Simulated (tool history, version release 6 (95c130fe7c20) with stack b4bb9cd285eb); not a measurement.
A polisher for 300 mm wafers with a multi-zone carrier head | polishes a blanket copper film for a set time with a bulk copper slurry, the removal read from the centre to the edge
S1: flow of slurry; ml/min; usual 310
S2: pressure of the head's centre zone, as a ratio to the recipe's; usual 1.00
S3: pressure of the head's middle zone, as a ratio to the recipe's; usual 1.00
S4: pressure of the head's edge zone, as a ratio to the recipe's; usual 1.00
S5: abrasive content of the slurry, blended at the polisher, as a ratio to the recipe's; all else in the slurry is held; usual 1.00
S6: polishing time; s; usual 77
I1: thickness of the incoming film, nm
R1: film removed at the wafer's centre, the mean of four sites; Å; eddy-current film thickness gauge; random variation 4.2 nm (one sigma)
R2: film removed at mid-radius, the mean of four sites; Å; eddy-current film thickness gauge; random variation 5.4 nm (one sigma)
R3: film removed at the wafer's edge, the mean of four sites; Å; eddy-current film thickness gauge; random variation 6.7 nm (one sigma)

run,day,S1,S2,S3,S4,S5,S6,I1,R1,R2,R3
1,0.000,310,1.00,1.00,1.00,1.00,58,2692.2,4963,4769,4664
# day 0.238: worn pad replaced by a new one
# day 0.621: slurry nozzle cleaned
2,2.746,310,1.00,1.00,1.00,1.00,58,2682.3,5200,5038,4941
3,4.733,310,1.00,1.00,1.00,1.00,58,2615.3,5105,5001,4789
# day 5.342: worn pad replaced by a new one
4,6.554,310,1.00,1.00,1.00,1.00,77,2649.8,6969,6736,6414
5,8.629,310,1.00,1.00,1.00,1.00,77,2720.6,6947,6632,6470
# day 10.129: worn pad replaced by a new one
6,10.467,310,1.00,1.00,1.00,1.00,77,2670.3,6986,6720,6596
7,12.712,310,1.00,1.00,1.00,1.00,77,2651.2,7003,6626,6473
# day 13.254: slurry nozzle cleaned
# day 14.762: edge zone pressure recalibrated
8,15.179,310,0.94,1.08,0.88,1.00,93,2673.7,7873,8414,7413
# day 15.671: worn pad replaced by a new one
9,17.583,390,1.00,1.00,1.00,1.00,77,2627.3,7351,6817,6590
10,19.108,310,1.00,1.00,1.00,1.00,58,2694.4,5353,5044,4879
# day 20.779: worn pad replaced by a new one
11,21.371,310,1.00,1.00,1.00,1.00,77,2662.4,7209,6700,6502
# day 21.612: centre zone pressure recalibrated
# day 22.308: carrier head's membrane replaced by a new one
12,22.554,205,1.09,1.00,0.90,1.00,77,2627.5,7017,6293,6051
13,24.900,310,1.00,1.00,0.92,1.25,95,2689.7,8658,8449,8192
# day 26.012: worn pad replaced by a new one
14,26.492,410,1.08,1.00,1.00,1.15,54,2651.7,5462,4978,4716
# day 27.900: slurry nozzle cleaned
15,28.142,310,1.00,1.07,1.00,1.00,64,2705.0,5596,5844,5390

3 ways to go on from here, each from the tool as it stands after run 15. What would each give?
A,28.158,310,1.00,1.00,1.00,1.00,53,2625.8,?,?,?
B,28.158,255,1.00,1.00,1.08,1.00,98,2625.8,?,?,?
C,28.158,310,0.94,1.00,1.00,1.00,77,2625.8,?,?,?

run,R1,R2,R3
A,4674,4606,4437
B,8427,8326,8266
C,6379,6694,6446
Without the tool's hidden state the same runs would have given:
run,R1,R2,R3
A,4701,4646,4475
B,8477,8398,8338
C,6417,6752,6502

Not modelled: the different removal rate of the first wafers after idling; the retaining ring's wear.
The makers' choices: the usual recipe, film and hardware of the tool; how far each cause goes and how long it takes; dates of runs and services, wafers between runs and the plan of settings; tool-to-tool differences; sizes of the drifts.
